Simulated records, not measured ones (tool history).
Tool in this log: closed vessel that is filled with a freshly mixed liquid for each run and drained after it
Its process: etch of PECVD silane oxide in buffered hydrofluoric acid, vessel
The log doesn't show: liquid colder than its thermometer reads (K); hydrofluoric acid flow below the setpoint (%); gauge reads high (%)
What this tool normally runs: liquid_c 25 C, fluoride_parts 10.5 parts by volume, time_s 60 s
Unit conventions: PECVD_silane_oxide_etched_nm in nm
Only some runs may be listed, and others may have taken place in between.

| run | hour | liquid_c | fluoride_parts | time_s | wafers since the last listed run | hours since the thermometer was replaced | hours since the hydrofluoric acid flow meter was replaced | hours since the gauge calibration | read-back film thickness of the PECVD silane oxide reference wafer, read on the same gauge (nm) | PECVD_silane_oxide_etched_nm |
|---|---|---|---|---|---|---|---|---|---|---|
| 1 | 0 | 25 | 10.5 | 60 | 0 | 763 | 454 | 114.4 | 70 | 159.79 |
|  | 49.4 | thermometer replaced |
| 2 | 70.5 | 25 | 10.5 | 60 | 8411 | 21.1 | 524.5 | 184.9 | 70 | 165.12 |
| 3 | 129.3 | 25 | 10.5 | 60 | 7116 | 79.9 | 583.3 | 243.7 | 69.99 | 163.77 |
| 4 | 166.4 | 25 | 10.5 | 60 | 4490 | 117 | 620.4 | 280.8 | 69.99 | 162.44 |
|  | 189.8 | hydrofluoric acid flow meter replaced |
| 5 | 235 | 25 | 10.5 | 60 | 8181 | 185.6 | 45.2 | 349.4 | 70 | 170.58 |
| 6 | 274.2 | 25 | 10.5 | 60 | 4744 | 224.8 | 84.4 | 388.6 | 70 | 169.37 |
| 7 | 343.3 | 25 | 10.5 | 60 | 8363 | 293.9 | 153.5 | 457.7 | 69.99 | 167.38 |
| 8 | 402.9 | 25 | 10.5 | 60 | 7213 | 353.5 | 213.1 | 517.3 | 70 | 167.21 |
| 9 | 459.4 | 22.5 | 10.5 | 60 | 6838 | 410 | 269.6 | 573.8 | 70.01 | 144.26 |
| 10 | 506.1 | 22.5 | 10.5 | 60 | 5652 | 456.7 | 316.3 | 620.5 | 70.01 | 142.99 |
| 11 | 566.3 | 21.5 | 12.5 | 60 | 7286 | 516.9 | 376.5 | 680.7 | 70 | 113.8 |
| 12 | 598.2 | 21.5 | 12.5 | 60 | 3860 | 548.8 | 408.4 | 712.6 | 70.01 | 112.28 |
| 13 | 657.1 | 25 | 9 | 60 | 7128 | 607.7 | 467.3 | 771.5 | 69.98 | 183.06 |
| 14 | 694.3 | 25 | 10.5 | 70 | 4502 | 644.9 | 504.5 | 808.7 | 69.99 | 187.62 |
| 15 | 722.9 | 25 | 10.5 | 60 | 3461 | 673.5 | 533.1 | 837.3 | 70 | 159.35 |
| 16 | 762.5 | 27.5 | 10.5 | 85 | 4792 | 713.1 | 572.7 | 876.9 | 70.01 | 260.1 |
|  | 786.3 | gauge calibrated |
|  | 787.6 | hydrofluoric acid flow meter replaced |
| 17 | 813.6 | 21.5 | 12.5 | 60 | 6063 | 764.2 | 26 | 27.3 | 70 | 114.31 |
|  | 829.9 | thermometer replaced |
| 18 | 866.7 | 25 | 14 | 30 | 6305 | 36.8 | 79.1 | 80.4 | 69.99 | 64.22 |
| 19 | 890.7 | 25 | 13.5 | 60 | 2904 | 60.8 | 103.1 | 104.4 | 69.98 | 132.96 |
| 20 | 917.3 | 27 | 10.5 | 60 | 3219 | 87.4 | 129.7 | 131 | 70.01 | 189.22 |
| 21 | 959.4 | 22.5 | 9 | 80 | 5095 | 129.5 | 171.8 | 173.1 | 70 | 220.42 |
| 22 | 1021.4 | 25 | 7 | 30 | 7503 | 191.5 | 233.8 | 235.1 | 70.02 | 123.69 |
| 23 | 1090 | 21 | 10.5 | 85 | 8302 | 260.1 | 302.4 | 303.7 | 70.01 | 189.06 |
| 24 | 1151.1 | 25 | 10.5 | 60 | 7394 | 321.2 | 363.5 | 364.8 | 70 | 165.72 |
| 25 | 1209.6 | 25 | 10.5 | 75 | 7080 | 379.7 | 422 | 423.3 | 70.01 | 204.96 |
| 26 | 1253.6 | 29 | 13.5 | 75 | 5325 | 423.7 | 466 | 467.3 | 69.99 | 195.93 |

Below, some changes in PECVD_silane_oxide_etched_nm between adjacent runs. For each, the amount present without the hidden state too (settings, incoming material, random variation) and the amount remaining for the hidden state with gauge scatter not shared by both compared results:
Run 15 -> 16: liquid_c 25 -> 27.5, time_s 60 -> 85. PECVD_silane_oxide_etched_nm +100.75 nm: hidden state -9.25, all else +110.
Run 16 -> 17: liquid_c 27.5 -> 21.5, fluoride_parts 10.5 -> 12.5, time_s 85 -> 60, gauge calibrated, hydrofluoric acid flow meter replaced. PECVD_silane_oxide_etched_nm -145.79 nm: hidden state +16.47, all else -162.26.
